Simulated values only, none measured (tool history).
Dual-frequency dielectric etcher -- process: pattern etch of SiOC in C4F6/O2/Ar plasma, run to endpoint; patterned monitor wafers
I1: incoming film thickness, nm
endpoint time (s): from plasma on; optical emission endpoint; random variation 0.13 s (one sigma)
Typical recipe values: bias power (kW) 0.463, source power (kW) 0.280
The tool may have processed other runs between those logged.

run 1 hour=0.0 | bias_power_(kW)=0.463 source_power_(kW)=0.280 | I1=51.8 | endpoint_time_(s)=21.3
-- hour=88.8 wet clean of the chamber
run 2 hour=95.9 | bias_power_(kW)=0.463 source_power_(kW)=0.280 | I1=52.0 | endpoint_time_(s)=19.4
run 3 hour=138.6 | bias_power_(kW)=0.463 source_power_(kW)=0.280 | I1=51.5 | endpoint_time_(s)=19.0
run 4 hour=180.4 | bias_power_(kW)=0.463 source_power_(kW)=0.280 | I1=51.5 | endpoint_time_(s)=19.2
run 5 hour=226.4 | bias_power_(kW)=0.463 source_power_(kW)=0.280 | I1=51.5 | endpoint_time_(s)=19.2
run 6 hour=264.9 | bias_power_(kW)=0.463 source_power_(kW)=0.280 | I1=51.6 | endpoint_time_(s)=19.1
run 7 hour=325.3 | bias_power_(kW)=0.463 source_power_(kW)=0.280 | I1=51.6 | endpoint_time_(s)=19.3
run 8 hour=382.2 | bias_power_(kW)=0.398 source_power_(kW)=0.280 | I1=51.7 | endpoint_time_(s)=20.8
-- hour=445.2 wet clean of the chamber, repeated, since the last time left the tool worse
run 9 hour=445.7 | bias_power_(kW)=0.506 source_power_(kW)=0.240 | I1=51.8 | endpoint_time_(s)=21.7
run 10 hour=452.9 | bias_power_(kW)=0.506 source_power_(kW)=0.240 | I1=51.0 | endpoint_time_(s)=21.2
run 11 hour=517.4 | bias_power_(kW)=0.506 source_power_(kW)=0.240 | I1=51.7 | endpoint_time_(s)=22.0
run 12 hour=542.3 | bias_power_(kW)=0.463 source_power_(kW)=0.280 | I1=51.7 | endpoint_time_(s)=20.6
run 13 hour=573.5 | bias_power_(kW)=0.463 source_power_(kW)=0.280 | I1=51.3 | endpoint_time_(s)=20.5
run 14 hour=605.8 | bias_power_(kW)=0.463 source_power_(kW)=0.280 | I1=50.9 | endpoint_time_(s)=20.4
run 15 hour=646.5 | bias_power_(kW)=0.463 source_power_(kW)=0.280 | I1=52.1 | endpoint_time_(s)=21.0
run 16 hour=695.1 | bias_power_(kW)=0.420 source_power_(kW)=0.330 | I1=51.4 | endpoint_time_(s)=19.8
-- hour=746.6 upper electrode replaced
run 17 hour=747.1 | bias_power_(kW)=0.411 source_power_(kW)=0.280 | I1=51.8 | endpoint_time_(s)=22.2
run 18 hour=788.9 | bias_power_(kW)=0.390 source_power_(kW)=0.280 | I1=51.6 | endpoint_time_(s)=22.6
-- hour=847.6 source power generator calibrated
run 19 hour=851.3 | bias_power_(kW)=0.463 source_power_(kW)=0.280 | I1=51.6 | endpoint_time_(s)=20.8
run 20 hour=888.4 | bias_power_(kW)=0.463 source_power_(kW)=0.320 | I1=51.3 | endpoint_time_(s)=19.4
run 21 hour=933.8 | bias_power_(kW)=0.429 source_power_(kW)=0.310 | I1=51.2 | endpoint_time_(s)=20.6
-- hour=969.7 wet clean of the chamber
run 22 hour=974.2 | bias_power_(kW)=0.463 source_power_(kW)=0.280 | I1=51.3 | endpoint_time_(s)=20.2
-- hour=1017.8 bias power generator calibrated
run 23 hour=1033.5 | bias_power_(kW)=0.555 source_power_(kW)=0.340 | I1=51.5 | endpoint_time_(s)=17.2
run 24 hour=1073.8 | bias_power_(kW)=0.498 source_power_(kW)=0.330 | I1=51.4 | endpoint_time_(s)=18.1
run 25 hour=1128.3 | bias_power_(kW)=0.376 source_power_(kW)=0.320 | I1=51.8 | endpoint_time_(s)=21.1
run 26 hour=1184.1 | bias_power_(kW)=0.463 source_power_(kW)=0.220 | I1=51.7 | endpoint_time_(s)=24.5
run 27 hour=1233.3 | bias_power_(kW)=0.463 source_power_(kW)=0.280 | I1=51.5 | endpoint_time_(s)=20.6
run 28 hour=1436.6 | bias_power_(kW)=0.515 source_power_(kW)=0.300 | I1=51.9 | endpoint_time_(s)=19.4
run 29 hour=1466.8 | bias_power_(kW)=0.463 source_power_(kW)=0.280 | I1=51.4 | endpoint_time_(s)=21.4
-- hour=1518.2 wet clean of the chamber
run 30 hour=1518.7 | bias_power_(kW)=0.431 source_power_(kW)=0.320 | I1=51.4 | endpoint_time_(s)=19.7
run 31 hour=1535.7 | bias_power_(kW)=0.571 source_power_(kW)=0.300 | I1=51.6 | endpoint_time_(s)=17.8
run 32 hour=1562.4 | bias_power_(kW)=0.545 source_power_(kW)=0.230 | I1=51.4 | endpoint_time_(s)=21.1
run 33 hour=1600.4 | bias_power_(kW)=0.463 source_power_(kW)=0.280 | I1=51.3 | endpoint_time_(s)=20.6
run 34 hour=1667.6 | bias_power_(kW)=0.383 source_power_(kW)=0.230 | I1=51.9 | endpoint_time_(s)=26.0
run 35 hour=1728.8 | bias_power_(kW)=0.564 source_power_(kW)=0.240 | I1=51.5 | endpoint_time_(s)=20.9
run 36 hour=1755.4 | bias_power_(kW)=0.562 source_power_(kW)=0.240 | I1=51.5 | endpoint_time_(s)=20.9

3 ways to go on from here, each from the tool as it stands after run 36. What would each give?
run A hour=1755.8 | bias_power_(kW)=0.463 source_power_(kW)=0.280 | I1=51.6 | endpoint_time_(s)=?
run B hour=1755.8 | bias_power_(kW)=0.366 source_power_(kW)=0.280 | I1=51.6 | endpoint_time_(s)=?
run C hour=1755.8 | bias_power_(kW)=0.463 source_power_(kW)=0.210 | I1=51.6 | endpoint_time_(s)=?

run=A endpoint_time_(s)=20.7
run=B endpoint_time_(s)=23.2
run=C endpoint_time_(s)=25.0
What these runs would have given with no unlogged condition in the tool:
run=A endpoint_time_(s)=20.4
run=B endpoint_time_(s)=22.8
run=C endpoint_time_(s)=24.6

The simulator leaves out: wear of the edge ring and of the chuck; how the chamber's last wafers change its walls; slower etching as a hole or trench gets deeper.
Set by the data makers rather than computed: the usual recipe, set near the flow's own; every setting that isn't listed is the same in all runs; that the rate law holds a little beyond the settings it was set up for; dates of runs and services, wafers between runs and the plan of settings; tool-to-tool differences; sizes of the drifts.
